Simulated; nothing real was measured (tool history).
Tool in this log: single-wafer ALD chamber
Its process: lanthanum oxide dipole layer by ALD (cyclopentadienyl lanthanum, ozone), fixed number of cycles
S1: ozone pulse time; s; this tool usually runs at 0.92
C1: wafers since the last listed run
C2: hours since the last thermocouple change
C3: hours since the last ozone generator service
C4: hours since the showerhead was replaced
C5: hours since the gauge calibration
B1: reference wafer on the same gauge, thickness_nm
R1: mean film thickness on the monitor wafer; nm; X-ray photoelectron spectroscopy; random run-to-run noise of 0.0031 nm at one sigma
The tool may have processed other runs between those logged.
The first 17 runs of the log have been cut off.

Run 18, hour 425.4: usual settings but S1 0.82 s; C1 186; C2 1621.5; C3 121.8; C4 5469.1; C5 246.3; B1 0.456. Result: R1 0.49 nm.
At hour 450.8: showerhead replaced.
Run 19, hour 451.3: usual settings but S1 0.58 s; C1 255; C2 1647.4; C3 147.7; C4 0.5; C5 272.2; B1 0.458. Result: R1 0.346 nm.
Run 20, hour 460.9: usual settings; C1 137; C2 1657; C3 157.3; C4 10.1; C5 281.8; B1 0.457. Result: R1 0.523 nm.
Run 21, hour 477.2: usual settings; C1 232; C2 1673.3; C3 173.6; C4 26.4; C5 298.1; B1 0.458. Result: R1 0.526 nm.
Run 22, hour 497.3: usual settings but S1 1.26 s; C1 286; C2 1693.4; C3 193.7; C4 46.5; C5 318.2; B1 0.458. Result: R1 0.587 nm.
At hour 508.3: thermocouple changed; heater temperature recalibrated.
Run 23, hour 523.5: usual settings but S1 0.68 s; C1 259; C2 15.2; C3 219.9; C4 72.7; C5 344.4; B1 0.457. Result: R1 0.421 nm.
Run 24, hour 562.9: usual settings but S1 0.81 s; C1 562; C2 54.6; C3 259.3; C4 112.1; C5 383.8; B1 0.457. Result: R1 0.479 nm.
Run 25, hour 580.6: usual settings but S1 0.69 s; C1 252; C2 72.3; C3 277; C4 129.8; C5 401.5; B1 0.457. Result: R1 0.424 nm.
Run 26, hour 614.7: usual settings but S1 1.12 s; C1 486; C2 106.4; C3 311.1; C4 163.9; C5 435.6; B1 0.455. Result: R1 0.568 nm.

Run 27 has not been measured yet. What should we expect?
Run 27, hour 641.9: usual settings but S1 0.61 s; C1 388; C2 133.6; C3 338.3; C4 191.1; C5 462.8; B1 ?. Result: R1 ?.

{"run 27": {"B1": 0.457, "R1": 0.372}}
Minus the tool's unlogged condition, the same run would have read R1 0.379 nm.
